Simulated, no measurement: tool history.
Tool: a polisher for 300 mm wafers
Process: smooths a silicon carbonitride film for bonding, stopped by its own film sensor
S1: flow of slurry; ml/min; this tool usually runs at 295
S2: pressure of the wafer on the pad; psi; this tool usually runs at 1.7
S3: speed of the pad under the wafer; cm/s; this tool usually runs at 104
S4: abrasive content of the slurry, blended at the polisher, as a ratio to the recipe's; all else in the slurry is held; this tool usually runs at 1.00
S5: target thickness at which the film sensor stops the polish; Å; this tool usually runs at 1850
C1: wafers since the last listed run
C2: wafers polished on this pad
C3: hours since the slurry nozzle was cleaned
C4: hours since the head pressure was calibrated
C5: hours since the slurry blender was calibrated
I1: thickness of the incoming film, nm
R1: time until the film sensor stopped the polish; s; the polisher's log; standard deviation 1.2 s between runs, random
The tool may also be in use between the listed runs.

Run 1, hour 0.0: usual settings; C1 0; C2 1760; C3 393.3; C4 868.9; C5 139.5; I1 197.9. Result: R1 59.1 s.
At hour 18.9: slurry nozzle cleaned.
At hour 33.9: worn pad replaced by a new one.
Run 2, hour 43.3: usual settings; C1 508; C2 124; C3 24.4; C4 912.2; C5 182.8; I1 201.6. Result: R1 79.9 s.
At hour 46.8: slurry blender recalibrated.
Run 3, hour 68.6: usual settings; C1 309; C2 433; C3 49.7; C4 937.5; C5 21.8; I1 202.6. Result: R1 82.0 s.
Run 4, hour 119.0: usual settings but S2 1.8 psi; C1 668; C2 1102; C3 100.1; C4 987.9; C5 72.2; I1 201.1. Result: R1 70.7 s.
Run 5, hour 144.4: usual settings; C1 337; C2 1439; C3 125.5; C4 1013.3; C5 97.6; I1 198.9. Result: R1 63.6 s.
At hour 180.7: worn pad replaced by a new one.
Run 6, hour 193.6: usual settings; C1 599; C2 171; C3 174.7; C4 1062.5; C5 146.8; I1 198.8. Result: R1 64.1 s.
At hour 216.0: slurry blender recalibrated.
Run 7, hour 220.0: usual settings; C1 323; C2 495; C3 201.1; C4 1088.9; C5 4.0; I1 201.5. Result: R1 79.6 s.
At hour 306.6: worn pad replaced by a new one.
Run 8, hour 367.3: usual settings but S5 1860 Å; C1 1901; C2 806; C3 348.4; C4 1236.2; C5 151.3; I1 197.0. Result: R1 54.0 s.
At hour 397.4: slurry nozzle cleaned.
At hour 426.4: slurry blender recalibrated.
Run 9, hour 429.9: usual settings but S3 124 cm/s, S4 1.10; C1 791; C2 1597; C3 32.5; C4 1298.8; C5 3.5; I1 202.7. Result: R1 67.6 s.
At hour 440.4: head pressure recalibrated.
At hour 453.4: worn pad replaced by a new one.
Run 10, hour 475.9: usual settings but S4 1.25, S5 1860 Å; C1 530; C2 298; C3 78.5; C4 35.5; C5 49.5; I1 200.8. Result: R1 60.4 s.
Run 11, hour 544.9: usual settings but S2 1.5 psi, S4 1.25; C1 915; C2 1214; C3 147.5; C4 104.5; C5 118.5; I1 199.3. Result: R1 67.9 s.
Run 12, hour 579.1: usual settings; C1 453; C2 1667; C3 181.7; C4 138.7; C5 152.7; I1 198.3. Result: R1 58.7 s.
At hour 596.9: worn pad replaced by a new one.
At hour 610.2: slurry blender recalibrated.
Run 13, hour 642.4: usual settings but S3 128 cm/s, S4 0.75, S5 1820 Å; C1 760; C2 576; C3 245.0; C4 202.0; C5 32.2; I1 204.2. Result: R1 93.5 s.
Run 14, hour 706.1: usual settings but S3 114 cm/s, S5 1890 Å; C1 845; C2 1422; C3 308.7; C4 265.7; C5 95.9; I1 196.7. Result: R1 32.3 s.
At hour 724.5: worn pad replaced by a new one.
Run 15, hour 734.1: usual settings; C1 318; C2 127; C3 336.7; C4 293.7; C5 123.9; I1 200.8. Result: R1 71.9 s.

What if the next run were any one of these 5? Each begins from the tool's condition after run 15:
Run A, hour 734.5: usual settings but S3 130 cm/s; C1 5; C2 132; C3 337.1; C4 294.1; C5 124.3; I1 202.2. Result: R1 ?.
Run B, hour 734.5: usual settings but S1 360 ml/min; C1 5; C2 132; C3 337.1; C4 294.1; C5 124.3; I1 202.2. Result: R1 ?.
Run C, hour 734.5: usual settings but S1 390 ml/min, S2 2.0 psi; C1 5; C2 132; C3 337.1; C4 294.1; C5 124.3; I1 202.2. Result: R1 ?.
Run D, hour 734.5: usual settings but S2 2.0 psi, S3 114 cm/s, S4 0.90, S5 1880 Å; C1 5; C2 132; C3 337.1; C4 294.1; C5 124.3; I1 202.2. Result: R1 ?.
Run E, hour 734.5: usual settings but S4 0.70, S5 1870 Å; C1 5; C2 132; C3 337.1; C4 294.1; C5 124.3; I1 202.2. Result: R1 ?.

run    R1
  A  64.6
  B  75.9
  C  64.8
  D  52.8
  E  77.3
With the hidden condition removed and each run's random variation left untouched, the same runs would have given:
run    R1
  A  60.3
  B  70.8
  C  60.5
  D  49.3
  E  72.2
